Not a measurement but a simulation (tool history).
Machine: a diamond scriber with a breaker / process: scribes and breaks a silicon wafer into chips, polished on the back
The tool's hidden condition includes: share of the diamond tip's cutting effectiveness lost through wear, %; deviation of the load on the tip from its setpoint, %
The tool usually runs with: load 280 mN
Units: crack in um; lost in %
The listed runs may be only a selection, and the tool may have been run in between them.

run	hour	load	wafers since the last listed run	hours since the diamond tip was replaced	hours since the load on the tip was calibrated	incoming depth of the damage left on the back of the incoming wafer, um	crack	lost
1	0	280	0	719.7	483.2	0.03	8.05	1.17
2	29.9	280	45	749.6	513.1	0.01	8.13	1.19
3	60.2	280	46	779.9	543.4	0.02	8.1	1.18
4	80.9	335	31	800.6	564.1	0.02	8.95	0.99
5	98.4	335	26	818.1	581.6	0.02	8.76	1
6	122.5	280	36	842.2	605.7	0.04	8.04	1.26
7	142.7	280	30	862.4	625.9	0.03	8.09	1.31
8	167.4	280	37	887.1	650.6	0.02	8.06	1.41
9	191.9	280	37	911.6	675.1	0.02	7.79	1.45
10	205.2	280	20	924.9	688.4	0.04	7.85	1.38
11	220.3	280	23	940	703.5	0.04	8.03	1.38
12	234.2	280	21	953.9	717.4	0.03	8.03	1.54
13	262.5	240	43	982.2	745.7	0.01	7.33	3.58
14	277.7	240	23	997.4	760.9	0.01	7.08	3.68
15	309.7	241	48	1029.4	792.9	0.03	7.29	3.66
16	332.2	316	34	1051.9	815.4	0.02	8.3	0.86
17	367.2	242	53	1086.9	850.4	0.03	7.17	3.75
# hour 395.3: diamond tip replaced by a new one
18	395.8	242	40	0.5	879	0.02	8.47	0.96
19	414.7	242	28	19.4	897.9	0.04	8.35	0.95
20	428.7	280	21	33.4	911.9	0.02	9.17	1.12
21	459.1	341	46	63.8	942.3	0.04	10.34	3.41
22	492.7	247	51	97.4	975.9	0.03	8.21	0.97
23	514.6	301	33	119.3	997.8	0.05	9.51	1.53
24	548.8	254	52	153.5	1032	0.03	8.63	0.87
25	581.7	280	50	186.4	1064.9	0.01	8.89	1.04
26	595.3	280	20	200	1078.5	0.05	8.88	0.93
27	617.1	341	33	221.8	1100.3	0.03	10.21	3.06
28	635.2	349	27	239.9	1118.4	0.02	10.1	3.28
29	656.5	280	32	261.2	1139.7	0.03	8.87	0.85
30	676.1	280	29	280.8	1159.3	0.05	8.81	0.88
31	693	320	25	297.7	1176.2	0.05	9.42	1.69
# hour 759.2: load on the tip recalibrated
32	768.1	233	111	372.8	8.9	0.03	7.33	3.66
33	802.9	352	53	407.6	43.7	0.04	9.44	1.39
34	822.7	357	30	427.4	63.5	0.04	9.64	1.43
35	857.8	280	53	462.5	98.6	0.04	8.16	1.22
36	883.9	238	39	488.6	124.7	0.05	7.25	2.93
37	912.5	213	43	517.2	153.3	0.03	7.03	5.3
38	984.9	219	110	589.6	225.7	0.02	7.14	4.82
39	1006.3	280	32	611	247.1	0.02	8.25	1.2
40	1032.4	280	39	637.1	273.2	0.04	8.06	1.25
41	1059.3	225	41	664	300.1	0.02	7.1	4.06
42	1083.5	252	36	688.2	324.3	0.02	7.48	2.3
43	1105.3	280	33	710	346.1	0.04	8.05	1.29

For each run, what was the tool's unlogged condition?
H1: share of the diamond tip's cutting effectiveness lost through wear, %
H2: deviation of the load on the tip from its setpoint, %
run	H1	H2
1	16.7	11.7
2	17.3	12
3	17.9	12.3
4	18.2	12.5
5	18.6	12.7
6	19	12.9
7	19.4	13.1
8	19.8	13.3
9	20.3	13.5
10	20.5	13.5
11	20.8	13.7
12	21.1	13.7
13	21.6	13.9
14	21.9	14
15	22.5	14.2
16	22.9	14.3
17	23.5	14.5
18	3.82	14.6
19	4.17	14.7
20	4.43	14.7
21	4.99	14.8
22	5.61	15
23	6.02	15
24	6.65	15.1
25	7.26	15.2
26	7.51	15.2
27	7.91	15.3
28	8.25	15.3
29	8.64	15.4
30	9.01	15.4
31	9.32	15.5
32	10.7	1.46
33	11.4	2.79
34	11.7	3.49
35	12.4	4.65
36	12.9	5.44
37	13.4	6.25
38	14.7	8.06
39	15.1	8.54
40	15.6	9.08
41	16.1	9.6
42	16.5	10
43	17	10.4
